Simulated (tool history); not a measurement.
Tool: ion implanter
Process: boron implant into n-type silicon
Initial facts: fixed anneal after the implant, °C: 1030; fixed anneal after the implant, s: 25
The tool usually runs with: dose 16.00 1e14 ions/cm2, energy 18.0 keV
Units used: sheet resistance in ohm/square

run,day,dose,energy,"read-back reference wafer on the same gauge, sheet resistance",sheet resistance
1,0.000,12.77,18.0,86.56,105.64
2,0.612,16.00,15.0,86.59,93.34
3,0.921,16.00,15.0,86.59,93.00
4,1.538,16.00,15.0,86.62,92.78
5,3.296,16.00,18.0,86.60,89.72
# day 4.096: Faraday cup replaced and dose calibrated
6,4.117,16.00,21.0,86.57,87.22
7,4.708,16.00,21.0,86.60,87.27
8,5.438,14.01,15.5,86.58,101.10
# day 6.325: gauge calibrated
# day 6.838: extraction supply calibrated
9,7.479,16.00,22.5,86.65,86.24
10,8.025,13.69,20.0,86.60,99.04
11,8.317,19.12,16.0,86.61,82.51
12,8.917,16.00,18.0,86.57,89.56
13,9.596,16.00,18.0,86.58,89.87
14,10.092,18.50,18.0,86.61,81.44
15,10.454,18.20,16.0,86.61,84.66

Forecast each of these 3 alternatives for the next run:
A,10.471,16.00,18.0,?,?
B,10.471,14.25,14.0,?,?
C,10.471,11.79,24.0,?,?

run,"read-back reference wafer on the same gauge, sheet resistance",sheet resistance
A,86.60,89.63
B,86.60,101.98
C,86.60,109.84
With no hidden state in the tool, these same runs would have given:
run,sheet resistance
A,89.63
B,101.98
C,109.84

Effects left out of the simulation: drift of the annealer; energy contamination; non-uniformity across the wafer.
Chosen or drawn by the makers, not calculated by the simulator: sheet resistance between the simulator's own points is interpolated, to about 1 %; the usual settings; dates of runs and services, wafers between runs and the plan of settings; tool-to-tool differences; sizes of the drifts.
